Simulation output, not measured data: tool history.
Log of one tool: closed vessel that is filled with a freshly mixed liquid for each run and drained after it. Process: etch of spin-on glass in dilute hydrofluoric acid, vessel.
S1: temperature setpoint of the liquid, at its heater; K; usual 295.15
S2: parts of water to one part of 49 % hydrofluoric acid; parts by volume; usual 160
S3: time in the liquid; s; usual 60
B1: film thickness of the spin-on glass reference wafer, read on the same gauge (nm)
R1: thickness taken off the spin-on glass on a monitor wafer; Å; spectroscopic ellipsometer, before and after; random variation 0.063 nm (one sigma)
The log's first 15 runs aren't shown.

{"hour": 415.1, "done": "thermometer replaced"}
{"run": 16, "hour": 427.0, "S1": 295.15, "S2": 160, "S3": 60, "B1": 119.99, "R1": 87.0}
{"run": 17, "hour": 451.8, "S1": 297.65, "S2": 160, "S3": 30, "B1": 119.98, "R1": 48.0}
{"run": 18, "hour": 479.0, "S1": 291.15, "S2": 160, "S3": 70, "B1": 119.98, "R1": 88.0}
{"run": 19, "hour": 511.3, "S1": 298.15, "S2": 160, "S3": 60, "B1": 119.98, "R1": 98.5}
{"run": 20, "hour": 523.7, "S1": 295.15, "S2": 160, "S3": 30, "B1": 120.01, "R1": 43.9}
{"run": 21, "hour": 538.7, "S1": 296.65, "S2": 160, "S3": 40, "B1": 119.99, "R1": 62.7}
{"run": 22, "hour": 566.5, "S1": 292.65, "S2": 220, "S3": 50, "B1": 120.04, "R1": 46.0}
{"hour": 579.8, "done": "gauge calibrated"}
{"run": 23, "hour": 581.8, "S1": 295.15, "S2": 160, "S3": 60, "B1": 120.01, "R1": 89.2}
{"run": 24, "hour": 602.7, "S1": 293.65, "S2": 130, "S3": 40, "B1": 120.03, "R1": 71.1}
{"run": 25, "hour": 619.2, "S1": 295.15, "S2": 100, "S3": 60, "B1": 120.0, "R1": 153.5}
{"run": 26, "hour": 635.3, "S1": 295.15, "S2": 160, "S3": 60, "B1": 120.0, "R1": 87.8}
{"run": 27, "hour": 667.0, "S1": 292.15, "S2": 210, "S3": 85, "B1": 119.97, "R1": 81.6}
{"run": 28, "hour": 701.0, "S1": 290.65, "S2": 160, "S3": 60, "B1": 120.0, "R1": 73.9}
{"run": 29, "hour": 714.4, "S1": 295.15, "S2": 160, "S3": 75, "B1": 120.0, "R1": 111.8}
{"run": 30, "hour": 736.8, "S1": 292.65, "S2": 160, "S3": 60, "B1": 119.98, "R1": 80.8}
{"run": 31, "hour": 751.1, "S1": 295.15, "S2": 195, "S3": 60, "B1": 119.98, "R1": 71.4}
{"run": 32, "hour": 784.3, "S1": 295.15, "S2": 105, "S3": 60, "B1": 120.0, "R1": 145.5}
{"run": 33, "hour": 805.3, "S1": 297.15, "S2": 160, "S3": 90, "B1": 119.99, "R1": 145.5}

4 ways to go on from here, each from the tool as it stands after run 33. What would each give?
{"run": "A", "hour": 806.0, "S1": 295.15, "S2": 135, "S3": 60, "B1": "?", "R1": "?"}
{"run": "B", "hour": 806.0, "S1": 296.65, "S2": 160, "S3": 60, "B1": "?", "R1": "?"}
{"run": "C", "hour": 806.0, "S1": 297.15, "S2": 160, "S3": 60, "B1": "?", "R1": "?"}
{"run": "D", "hour": 806.0, "S1": 295.15, "S2": 115, "S3": 60, "B1": "?", "R1": "?"}

run=A B1=119.98 R1=108.9
run=B B1=119.98 R1=94.6
run=C B1=119.98 R1=96.4
run=D B1=119.98 R1=130.9
Without the tool's hidden state the same runs would have given:
run=A R1=104.1
run=B R1=90.5
run=C R1=92.2
run=D R1=124.9
